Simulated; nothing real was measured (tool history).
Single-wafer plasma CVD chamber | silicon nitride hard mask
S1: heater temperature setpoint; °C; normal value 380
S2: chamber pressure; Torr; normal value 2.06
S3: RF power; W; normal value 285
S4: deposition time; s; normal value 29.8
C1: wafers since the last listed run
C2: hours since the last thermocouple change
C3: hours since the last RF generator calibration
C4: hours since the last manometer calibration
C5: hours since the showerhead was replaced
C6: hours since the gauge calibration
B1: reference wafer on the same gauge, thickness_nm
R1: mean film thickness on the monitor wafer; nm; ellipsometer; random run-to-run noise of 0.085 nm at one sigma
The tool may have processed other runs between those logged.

run 1 hour=0.0 | S1=380 S2=2.06 S3=285 S4=29.8 | C1=0 C2=1694.9 C3=2284.0 C4=1019.8 C5=48.1 C6=454.5 | B1=30.202 | R1=32.043
-- hour=13.3 RF generator calibrated
-- hour=15.4 capacitance manometer re-zeroed and calibrated
run 2 hour=16.9 | S1=380 S2=2.06 S3=285 S4=29.8 | C1=166 C2=1711.8 C3=3.6 C4=1.5 C5=65.0 C6=471.4 | B1=30.195 | R1=33.263
run 3 hour=32.1 | S1=385 S2=2.06 S3=255 S4=29.8 | C1=374 C2=1727.0 C3=18.8 C4=16.7 C5=80.2 C6=486.6 | B1=30.201 | R1=30.624
run 4 hour=54.8 | S1=380 S2=2.06 S3=285 S4=33.5 | C1=558 C2=1749.7 C3=41.5 C4=39.4 C5=102.9 C6=509.3 | B1=30.199 | R1=37.216
run 5 hour=74.2 | S1=384 S2=1.76 S3=250 S4=25.3 | C1=477 C2=1769.1 C3=60.9 C4=58.8 C5=122.3 C6=528.7 | B1=30.188 | R1=24.343
run 6 hour=86.8 | S1=391 S2=1.72 S3=240 S4=31.9 | C1=310 C2=1781.7 C3=73.5 C4=71.4 C5=134.9 C6=541.3 | B1=30.200 | R1=29.519
run 7 hour=116.0 | S1=392 S2=2.48 S3=340 S4=31.8 | C1=718 C2=1810.9 C3=102.7 C4=100.6 C5=164.1 C6=570.5 | B1=30.194 | R1=42.224
run 8 hour=128.7 | S1=380 S2=2.06 S3=285 S4=29.8 | C1=312 C2=1823.6 C3=115.4 C4=113.3 C5=176.8 C6=583.2 | B1=30.187 | R1=33.273
run 9 hour=151.6 | S1=380 S2=2.55 S3=325 S4=29.8 | C1=563 C2=1846.5 C3=138.3 C4=136.2 C5=199.7 C6=606.1 | B1=30.203 | R1=38.744
run 10 hour=183.1 | S1=380 S2=2.06 S3=260 S4=34.4 | C1=775 C2=1878.0 C3=169.8 C4=167.7 C5=231.2 C6=637.6 | B1=30.205 | R1=35.976
run 11 hour=206.2 | S1=380 S2=2.06 S3=285 S4=29.8 | C1=568 C2=1901.1 C3=192.9 C4=190.8 C5=254.3 C6=660.7 | B1=30.196 | R1=33.270
run 12 hour=220.6 | S1=394 S2=2.31 S3=285 S4=34.5 | C1=354 C2=1915.5 C3=207.3 C4=205.2 C5=268.7 C6=675.1 | B1=30.201 | R1=39.626
run 13 hour=248.3 | S1=380 S2=2.06 S3=285 S4=29.8 | C1=681 C2=1943.2 C3=235.0 C4=232.9 C5=296.4 C6=702.8 | B1=30.196 | R1=33.183
run 14 hour=274.9 | S1=386 S2=2.06 S3=245 S4=29.8 | C1=654 C2=1969.8 C3=261.6 C4=259.5 C5=323.0 C6=729.4 | B1=30.207 | R1=29.652
run 15 hour=292.1 | S1=380 S2=2.06 S3=285 S4=29.8 | C1=423 C2=1987.0 C3=278.8 C4=276.7 C5=340.2 C6=746.6 | B1=30.187 | R1=33.228
run 16 hour=312.4 | S1=380 S2=2.06 S3=275 S4=29.8 | C1=499 C2=2007.3 C3=299.1 C4=297.0 C5=360.5 C6=766.9 | B1=30.196 | R1=32.354
-- hour=320.6 gauge calibrated
run 17 hour=339.5 | S1=380 S2=2.33 S3=285 S4=27.7 | C1=666 C2=2034.4 C3=326.2 C4=324.1 C5=387.6 C6=18.9 | B1=30.218 | R1=32.044
-- hour=352.6 thermocouple changed; heater temperature recalibrated
run 18 hour=426.5 | S1=369 S2=2.21 S3=285 S4=29.8 | C1=1944 C2=73.9 C3=413.2 C4=411.1 C5=474.6 C6=105.9 | B1=30.201 | R1=34.010
run 19 hour=461.8 | S1=372 S2=1.89 S3=285 S4=29.8 | C1=868 C2=109.2 C3=448.5 C4=446.4 C5=509.9 C6=141.2 | B1=30.204 | R1=32.245
run 20 hour=489.4 | S1=393 S2=1.79 S3=245 S4=29.8 | C1=679 C2=136.8 C3=476.1 C4=474.0 C5=537.5 C6=168.8 | B1=30.205 | R1=28.076

Run 21 is up next; what results do you expect?
run 21 hour=518.4 | S1=380 S2=2.06 S3=285 S4=29.8 | C1=713 C2=165.8 C3=505.1 C4=503.0 C5=566.5 C6=197.8 | B1=? | R1=?

Run 21 came out at B1 30.185, R1 33.149 nm.
Were there no unlogged condition in the tool, this run, its random variation unchanged, would have produced R1 33.373 nm.
